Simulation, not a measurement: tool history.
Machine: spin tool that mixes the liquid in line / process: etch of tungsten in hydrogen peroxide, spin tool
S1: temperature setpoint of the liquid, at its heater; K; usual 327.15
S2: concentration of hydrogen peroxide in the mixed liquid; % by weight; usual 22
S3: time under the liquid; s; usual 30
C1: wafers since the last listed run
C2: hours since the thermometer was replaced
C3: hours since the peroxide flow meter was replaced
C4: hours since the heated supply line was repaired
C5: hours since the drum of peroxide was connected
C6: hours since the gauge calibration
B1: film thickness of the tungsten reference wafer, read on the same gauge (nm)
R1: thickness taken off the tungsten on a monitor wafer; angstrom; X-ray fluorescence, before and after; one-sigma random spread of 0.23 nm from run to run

run 1 hour=0 | S1=319.65 S2=22 S3=30 | C1=0 C2=257.4 C3=870.4 C4=3220.1 C5=28.1 C6=378.1 | B1=139.99 | R1=302.1
run 2 hour=26.2 | S1=319.65 S2=22 S3=30 | C1=395 C2=283.6 C3=896.6 C4=3246.3 C5=54.3 C6=404.3 | B1=139.99 | R1=301.6
-- hour=58.2 gauge calibrated
run 3 hour=59.5 | S1=327.15 S2=22 S3=30 | C1=502 C2=316.9 C3=929.9 C4=3279.6 C5=87.6 C6=1.3 | B1=140 | R1=476.8
run 4 hour=81.6 | S1=329.65 S2=22 S3=40 | C1=333 C2=339 C3=952 C4=3301.7 C5=109.7 C6=23.4 | B1=140.01 | R1=737.5
run 5 hour=115.2 | S1=327.15 S2=20.5 S3=45 | C1=507 C2=372.6 C3=985.6 C4=3335.3 C5=143.3 C6=57 | B1=139.99 | R1=689.7
run 6 hour=140.1 | S1=322.15 S2=25.5 S3=30 | C1=376 C2=397.5 C3=1010.5 C4=3360.2 C5=168.2 C6=81.9 | B1=140 | R1=377.1
run 7 hour=164.9 | S1=322.15 S2=25.5 S3=30 | C1=374 C2=422.3 C3=1035.3 C4=3385 C5=193 C6=106.7 | B1=139.99 | R1=377.2
run 8 hour=178.7 | S1=322.15 S2=25.5 S3=30 | C1=208 C2=436.1 C3=1049.1 C4=3398.8 C5=206.8 C6=120.5 | B1=140 | R1=376.1
run 9 hour=191 | S1=327.15 S2=22 S3=30 | C1=185 C2=448.4 C3=1061.4 C4=3411.1 C5=219.1 C6=132.8 | B1=139.99 | R1=470.4
run 10 hour=223.1 | S1=327.15 S2=22 S3=30 | C1=484 C2=480.5 C3=1093.5 C4=3443.2 C5=251.2 C6=164.9 | B1=140 | R1=474.9
run 11 hour=251 | S1=327.15 S2=22 S3=30 | C1=421 C2=508.4 C3=1121.4 C4=3471.1 C5=279.1 C6=192.8 | B1=140.01 | R1=468.7
run 12 hour=276.5 | S1=327.15 S2=22 S3=30 | C1=385 C2=533.9 C3=1146.9 C4=3496.6 C5=304.6 C6=218.3 | B1=140.01 | R1=470.2
run 13 hour=306.5 | S1=327.15 S2=22 S3=30 | C1=453 C2=563.9 C3=1176.9 C4=3526.6 C5=334.6 C6=248.3 | B1=139.98 | R1=469.3

Predict the results of run 14:
run 14 hour=327.2 | S1=327.15 S2=26 S3=30 | C1=312 C2=584.6 C3=1197.6 C4=3547.3 C5=355.3 C6=269 | B1=? | R1=?

Run 14 yielded B1 139.98, R1 513.3 angstrom.
Were there no unlogged condition in the tool, this run, its random variation unchanged, would have produced R1 551 angstrom.
